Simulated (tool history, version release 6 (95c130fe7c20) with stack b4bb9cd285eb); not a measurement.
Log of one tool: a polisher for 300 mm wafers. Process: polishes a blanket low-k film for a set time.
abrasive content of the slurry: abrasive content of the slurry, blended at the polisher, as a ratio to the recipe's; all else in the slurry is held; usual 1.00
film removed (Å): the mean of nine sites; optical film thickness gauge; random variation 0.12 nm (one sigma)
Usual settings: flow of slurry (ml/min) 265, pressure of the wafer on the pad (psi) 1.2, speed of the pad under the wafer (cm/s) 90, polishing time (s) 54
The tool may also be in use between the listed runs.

run,day,flow of slurry (ml/min),pressure of the wafer on the pad (psi),speed of the pad under the wafer (cm/s),abrasive content of the slurry,polishing time (s),wafers since the last listed run,wafers polished on this pad,hours since the slurry nozzle was cleaned,hours since the head pressure was calibrated,hours since the slurry blender was calibrated,hours since the conditioning disc was replaced,"incoming thickness of the incoming film, nm",film removed (Å)
1,0.000,265,1.2,90,1.00,54,0,884,206.2,58.9,211.4,105.3,463.7,137
2,1.375,195,1.2,90,1.00,54,332,1217,239.2,91.9,244.4,138.3,459.7,127
# day 2.025: slurry blender recalibrated
3,2.046,195,1.2,90,1.00,54,142,1359,255.3,108.0,0.5,154.4,461.4,126
4,3.079,265,0.9,90,1.00,54,250,1609,280.1,132.8,25.3,179.2,462.6,99
5,4.075,265,1.2,90,1.00,54,241,1851,304.0,156.7,49.2,203.1,459.2,129
6,5.496,265,1.2,78,1.00,54,344,2195,338.1,190.8,83.3,237.2,458.8,118
# day 6.471: conditioning disc replaced and pad reconditioned
7,6.767,265,1.2,122,1.00,68,287,2482,368.6,221.3,113.8,7.1,456.4,199
# day 7.404: worn pad replaced by a new one
8,7.592,310,0.8,90,1.10,40,159,45,388.4,241.1,133.6,26.9,450.0,69
9,8.408,265,1.2,90,1.00,36,197,243,408.0,260.7,153.2,46.5,462.1,86
10,9.825,290,1.2,70,0.90,67,343,586,442.0,294.7,187.2,80.5,464.0,133
11,10.858,345,1.2,90,1.00,54,250,836,466.8,319.5,212.0,105.3,461.5,132
# day 11.121: head pressure recalibrated
12,12.125,265,1.2,90,1.00,54,286,1123,497.2,24.1,242.4,135.7,461.0,134
# day 13.112: slurry nozzle cleaned
13,13.262,265,1.2,90,1.00,54,265,1388,3.6,51.4,269.7,163.0,454.3,131
# day 14.196: slurry blender recalibrated
14,14.596,315,1.4,90,1.00,54,302,1691,35.6,83.4,9.6,195.0,465.5,153
15,16.046,265,1.2,104,1.00,54,351,2042,70.4,118.2,44.4,229.8,453.0,136
# day 17.029: worn pad replaced by a new one
16,17.250,265,0.9,76,1.25,54,251,53,99.3,147.1,73.3,258.7,456.8,94
17,17.754,325,1.2,58,1.00,54,122,175,111.4,159.2,85.4,270.8,462.3,101
# day 18.538: conditioning disc replaced and pad reconditioned
18,18.633,265,1.2,90,1.00,54,192,368,132.5,180.3,106.5,2.3,460.7,129
19,19.800,205,1.2,90,1.00,54,282,651,160.5,208.3,134.5,30.3,459.3,122
20,20.879,265,1.2,90,0.85,54,261,912,186.4,234.2,160.4,56.2,460.0,118
21,22.362,195,1.2,90,1.00,54,359,1271,222.0,269.8,196.0,91.8,457.5,123
# day 23.046: head pressure recalibrated
22,23.621,265,1.2,90,1.00,60,284,1556,252.2,13.8,226.2,122.0,465.8,151
23,25.108,235,1.2,114,1.20,54,360,1916,287.9,49.5,261.9,157.7,460.3,161
# day 25.246: slurry blender recalibrated
24,25.638,265,1.2,90,0.85,61,107,2024,300.6,62.2,9.4,170.4,455.7,136
25,27.096,350,1.6,90,1.00,54,353,2377,335.6,97.2,44.4,205.4,461.4,175
26,27.967,265,1.2,118,0.80,54,210,2588,356.5,118.1,65.3,226.3,458.3,132
27,28.471,320,1.2,118,1.00,54,122,2710,368.6,130.2,77.4,238.4,466.0,150

3 ways to go on from here, each from the tool as it stands after run 27. What would each give?
A,28.488,265,1.2,90,1.00,54,4,2714,369.0,130.6,77.8,238.8,454.7,?
B,28.488,265,1.2,118,0.80,64,4,2714,369.0,130.6,77.8,238.8,454.7,?
C,28.488,265,1.4,90,1.00,64,4,2714,369.0,130.6,77.8,238.8,454.7,?

run,film removed (Å)
A,124
B,154
C,170
Without the tool's hidden state the same runs would have given:
run,film removed (Å)
A,139
B,175
C,192
